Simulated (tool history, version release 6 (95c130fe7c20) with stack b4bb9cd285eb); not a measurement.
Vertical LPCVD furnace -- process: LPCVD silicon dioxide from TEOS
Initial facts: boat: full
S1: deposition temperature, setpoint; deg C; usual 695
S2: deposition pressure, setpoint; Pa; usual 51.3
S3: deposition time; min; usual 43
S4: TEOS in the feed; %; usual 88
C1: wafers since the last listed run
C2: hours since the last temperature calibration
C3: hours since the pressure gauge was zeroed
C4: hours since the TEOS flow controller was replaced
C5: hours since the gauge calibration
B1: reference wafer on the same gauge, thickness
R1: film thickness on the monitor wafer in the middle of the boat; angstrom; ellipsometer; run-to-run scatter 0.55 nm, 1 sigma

run 1 hour=0 | S1=695 S2=51.3 S3=52 S4=88 | C1=0 C2=2973.6 C3=3262.1 C4=3038.2 C5=0 | B1=407.95 | R1=4893.7
run 2 hour=9.7 | S1=695 S2=51.3 S3=52 S4=88 | C1=198 C2=2983.3 C3=3271.8 C4=3047.9 C5=9.7 | B1=408.04 | R1=4901.1
run 3 hour=21.7 | S1=695 S2=51.3 S3=43 S4=88 | C1=245 C2=2995.3 C3=3283.8 C4=3059.9 C5=21.7 | B1=407.87 | R1=4046.2
run 4 hour=37 | S1=695 S2=51.3 S3=43 S4=88 | C1=313 C2=3010.6 C3=3299.1 C4=3075.2 C5=37 | B1=408.01 | R1=4059.9
run 5 hour=50.5 | S1=695 S2=51.3 S3=43 S4=88 | C1=276 C2=3024.1 C3=3312.6 C4=3088.7 C5=50.5 | B1=407.83 | R1=4054.4
-- hour=82.3 thermocouples replaced and temperature profile calibrated
run 6 hour=82.8 | S1=695 S2=51.3 S3=43 S4=88 | C1=169 C2=0.5 C3=3344.9 C4=3121 C5=82.8 | B1=407.9 | R1=3705.4
run 7 hour=87 | S1=695 S2=51.3 S3=43 S4=88 | C1=57 C2=4.7 C3=3349.1 C4=3125.2 C5=87 | B1=408.08 | R1=3711.9
run 8 hour=91.2 | S1=704 S2=51.3 S3=55 S4=88 | C1=0 C2=8.9 C3=3353.3 C4=3129.4 C5=91.2 | B1=408.04 | R1=5865.7
-- hour=109.6 pressure gauge zeroed
run 9 hour=134.3 | S1=704 S2=51.3 S3=55 S4=88 | C1=505 C2=52 C3=24.7 C4=3172.5 C5=134.3 | B1=408.02 | R1=5876.8
run 10 hour=142.2 | S1=695 S2=51.3 S3=43 S4=88 | C1=161 C2=59.9 C3=32.6 C4=3180.4 C5=142.2 | B1=408.07 | R1=3730.1
run 11 hour=151.3 | S1=695 S2=60 S3=38.5 S4=97 | C1=186 C2=69 C3=41.7 C4=3189.5 C5=151.3 | B1=407.94 | R1=3804.9
-- hour=159.8 gauge calibrated
-- hour=176.9 TEOS flow controller replaced
run 12 hour=177.4 | S1=705 S2=51.3 S3=43 S4=74 | C1=42 C2=95.1 C3=67.8 C4=0.5 C5=17.6 | B1=408.4 | R1=4336.6
run 13 hour=181.6 | S1=695 S2=56 S3=43 S4=88 | C1=85 C2=99.3 C3=72 C4=4.7 C5=21.8 | B1=408.12 | R1=3913.8
run 14 hour=186.3 | S1=695 S2=51.3 S3=43 S4=88 | C1=96 C2=104 C3=76.7 C4=9.4 C5=26.5 | B1=408.1 | R1=3744.8
run 15 hour=194 | S1=687 S2=51.3 S3=43 S4=88 | C1=157 C2=111.7 C3=84.4 C4=17.1 C5=34.2 | B1=408.09 | R1=3099.6
run 16 hour=205.3 | S1=695 S2=51.3 S3=43 S4=88 | C1=231 C2=123 C3=95.7 C4=28.4 C5=45.5 | B1=407.96 | R1=3749.1
run 17 hour=212.5 | S1=702 S2=51.3 S3=43 S4=88 | C1=147 C2=130.2 C3=102.9 C4=35.6 C5=52.7 | B1=407.97 | R1=4411.5
run 18 hour=228.4 | S1=703 S2=57.3 S3=43 S4=80 | C1=325 C2=146.1 C3=118.8 C4=51.5 C5=68.6 | B1=407.94 | R1=4554.4
run 19 hour=243.3 | S1=689 S2=51.3 S3=43 S4=88 | C1=304 C2=161 C3=133.7 C4=66.4 C5=83.5 | B1=408.05 | R1=3270
run 20 hour=249.3 | S1=699 S2=51.3 S3=43 S4=71 | C1=122 C2=167 C3=139.7 C4=72.4 C5=89.5 | B1=407.97 | R1=3715.7

Take each entry between the runs: how does the hidden state at the last listed run before it differ from the hidden state at the first listed run after it?
From run 5 to run 6: thermocouples replaced and temperature profile calibrated (hour 82.3)
  true tube temperature minus thermocouple reading, K: 4.44 -> 0.69
  measured value less the no-hidden-state value, R1: +400.1 -> +59.6 angstrom
From run 8 to run 9: pressure gauge zeroed (hour 109.6)
  true tube temperature minus thermocouple reading, K: 0.722 -> 0.884
  measured value less the no-hidden-state value, R1: +96.9 -> +118.4 angstrom
From run 11 to run 12: gauge calibrated (hour 159.8); TEOS flow controller replaced (hour 176.9)
  true tube temperature minus thermocouple reading, K: 0.946 -> 1.04
  measured value less the no-hidden-state value, R1: +83.5 -> +102.3 angstrom
